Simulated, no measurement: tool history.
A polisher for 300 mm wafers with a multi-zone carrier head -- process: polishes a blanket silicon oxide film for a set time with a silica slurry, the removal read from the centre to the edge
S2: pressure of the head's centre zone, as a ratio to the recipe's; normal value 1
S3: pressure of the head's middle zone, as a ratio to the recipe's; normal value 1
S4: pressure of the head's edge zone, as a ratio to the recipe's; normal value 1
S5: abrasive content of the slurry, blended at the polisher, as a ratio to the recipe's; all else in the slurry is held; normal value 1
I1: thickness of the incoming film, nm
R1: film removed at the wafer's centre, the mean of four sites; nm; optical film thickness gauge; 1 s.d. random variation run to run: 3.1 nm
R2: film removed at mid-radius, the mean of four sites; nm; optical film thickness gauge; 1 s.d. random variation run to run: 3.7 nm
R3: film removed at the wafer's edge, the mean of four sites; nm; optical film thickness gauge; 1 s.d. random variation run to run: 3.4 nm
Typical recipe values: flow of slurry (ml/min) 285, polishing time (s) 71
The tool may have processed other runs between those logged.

{"run": 1, "hour": 0.0, "flow of slurry (ml/min)": 285, "S2": 1, "S3": 1, "S4": 1, "S5": 1, "polishing time (s)": 71, "I1": 1264.3, "R1": 279.1, "R2": 255.4, "R3": 249.9}
{"run": 2, "hour": 68.2, "flow of slurry (ml/min)": 285, "S2": 1, "S3": 1, "S4": 1, "S5": 1, "polishing time (s)": 60, "I1": 1237.2, "R1": 238.7, "R2": 205.2, "R3": 212}
{"run": 3, "hour": 92.7, "flow of slurry (ml/min)": 285, "S2": 1, "S3": 1, "S4": 1, "S5": 1, "polishing time (s)": 60, "I1": 1261.4, "R1": 236.5, "R2": 208, "R3": 211.4}
{"hour": 142.7, "done": "carrier head's membrane replaced by a new one"}
{"run": 4, "hour": 162.9, "flow of slurry (ml/min)": 285, "S2": 1, "S3": 1, "S4": 1, "S5": 1, "polishing time (s)": 71, "I1": 1236.9, "R1": 284, "R2": 245.2, "R3": 255.1}
{"hour": 209.0, "done": "worn pad replaced by a new one"}
{"run": 5, "hour": 227.2, "flow of slurry (ml/min)": 285, "S2": 1, "S3": 1, "S4": 1, "S5": 1, "polishing time (s)": 71, "I1": 1267.1, "R1": 291.6, "R2": 252.5, "R3": 244.3}
{"run": 6, "hour": 255.9, "flow of slurry (ml/min)": 285, "S2": 1, "S3": 1, "S4": 1, "S5": 1, "polishing time (s)": 71, "I1": 1279.8, "R1": 289.1, "R2": 253.1, "R3": 248.1}
{"run": 7, "hour": 289.2, "flow of slurry (ml/min)": 285, "S2": 1, "S3": 1, "S4": 1, "S5": 1, "polishing time (s)": 71, "I1": 1269.6, "R1": 287.8, "R2": 247.1, "R3": 252.3}
{"run": 8, "hour": 335.8, "flow of slurry (ml/min)": 285, "S2": 1, "S3": 1.04, "S4": 1, "S5": 1, "polishing time (s)": 71, "I1": 1271.7, "R1": 295, "R2": 251.4, "R3": 252.4}
{"run": 9, "hour": 394.9, "flow of slurry (ml/min)": 285, "S2": 1, "S3": 1, "S4": 1, "S5": 1, "polishing time (s)": 71, "I1": 1267.5, "R1": 289, "R2": 248, "R3": 247.4}
{"hour": 411.3, "done": "centre zone pressure recalibrated"}
{"run": 10, "hour": 434.2, "flow of slurry (ml/min)": 285, "S2": 1, "S3": 1, "S4": 1, "S5": 1, "polishing time (s)": 71, "I1": 1270.6, "R1": 262.9, "R2": 252.4, "R3": 251.9}
{"hour": 451.2, "done": "worn pad replaced by a new one"}
{"run": 11, "hour": 503.2, "flow of slurry (ml/min)": 285, "S2": 1, "S3": 0.94, "S4": 1, "S5": 1, "polishing time (s)": 71, "I1": 1258.4, "R1": 266.5, "R2": 240.6, "R3": 250}
{"run": 12, "hour": 531.5, "flow of slurry (ml/min)": 215, "S2": 0.97, "S3": 0.96, "S4": 0.9, "S5": 1, "polishing time (s)": 71, "I1": 1252.5, "R1": 248.9, "R2": 235.6, "R3": 236.7}
{"run": 13, "hour": 583.9, "flow of slurry (ml/min)": 285, "S2": 1, "S3": 1, "S4": 1, "S5": 1, "polishing time (s)": 71, "I1": 1249.4, "R1": 266, "R2": 245.3, "R3": 255.3}
{"hour": 604.9, "done": "slurry nozzle cleaned"}
{"run": 14, "hour": 618.4, "flow of slurry (ml/min)": 285, "S2": 0.96, "S3": 1, "S4": 1, "S5": 1, "polishing time (s)": 52, "I1": 1249.1, "R1": 190.3, "R2": 183.6, "R3": 182}
{"hour": 638.5, "done": "edge zone pressure recalibrated"}
{"run": 15, "hour": 669.7, "flow of slurry (ml/min)": 285, "S2": 1, "S3": 0.91, "S4": 1, "S5": 1, "polishing time (s)": 80, "I1": 1253.5, "R1": 299, "R2": 267.6, "R3": 285.7}
{"hour": 683.4, "done": "worn pad replaced by a new one"}
{"run": 16, "hour": 703.2, "flow of slurry (ml/min)": 230, "S2": 0.91, "S3": 1, "S4": 1, "S5": 1, "polishing time (s)": 71, "I1": 1252.5, "R1": 235.4, "R2": 249.9, "R3": 252.8}
{"hour": 720.7, "done": "carrier head's membrane replaced by a new one"}
{"run": 17, "hour": 740.1, "flow of slurry (ml/min)": 285, "S2": 1, "S3": 1, "S4": 1, "S5": 1, "polishing time (s)": 71, "I1": 1278.2, "R1": 267.6, "R2": 244.5, "R3": 255.3}
{"run": 18, "hour": 795.3, "flow of slurry (ml/min)": 285, "S2": 1.04, "S3": 1.06, "S4": 1, "S5": 0.9, "polishing time (s)": 71, "I1": 1262.7, "R1": 263.4, "R2": 243.1, "R3": 234.3}
{"run": 19, "hour": 821.6, "flow of slurry (ml/min)": 285, "S2": 1, "S3": 1, "S4": 1, "S5": 1, "polishing time (s)": 60, "I1": 1262.1, "R1": 231.7, "R2": 218.6, "R3": 212.5}
{"run": 20, "hour": 881.3, "flow of slurry (ml/min)": 360, "S2": 1.09, "S3": 0.97, "S4": 1, "S5": 1.25, "polishing time (s)": 71, "I1": 1242.2, "R1": 352.6, "R2": 279.2, "R3": 302.7}
{"run": 21, "hour": 907.5, "flow of slurry (ml/min)": 220, "S2": 1, "S3": 1, "S4": 0.9, "S5": 0.85, "polishing time (s)": 89, "I1": 1267.1, "R1": 298.1, "R2": 272, "R3": 263.8}

Had the tool no unlogged condition, and each run kept its random variation, what would the results have been?
Hidden conditions of the tool in this case: removal rate lost through wear of the pad, %; slurry flow missing at the pad, %; deviation of the centre zone's pressure from its setpoint, %; deviation of the edge zone's pressure from its setpoint, %.
run=1 R1=258.3
run=2 R1=219.6
run=3 R1=217.2
run=4 R1=259.1
run=5 R1=264.6
run=6 R1=261.7
run=7 R1=259.8
run=8 R1=265.2
run=9 R1=258.4
run=10 R1=261.4
run=11 R1=263.2
run=12 R1=245.2
run=13 R1=260.7
run=14 R1=185.9
run=15 R1=290.7
run=16 R1=228.1
run=17 R1=258.4
run=18 R1=253.1
run=19 R1=222.1
run=20 R1=336.2
run=21 R1=283.5
R2: at most 0.2 nm away from the measurement, every run.
R3 without the hidden state equals the measured value, run for run.

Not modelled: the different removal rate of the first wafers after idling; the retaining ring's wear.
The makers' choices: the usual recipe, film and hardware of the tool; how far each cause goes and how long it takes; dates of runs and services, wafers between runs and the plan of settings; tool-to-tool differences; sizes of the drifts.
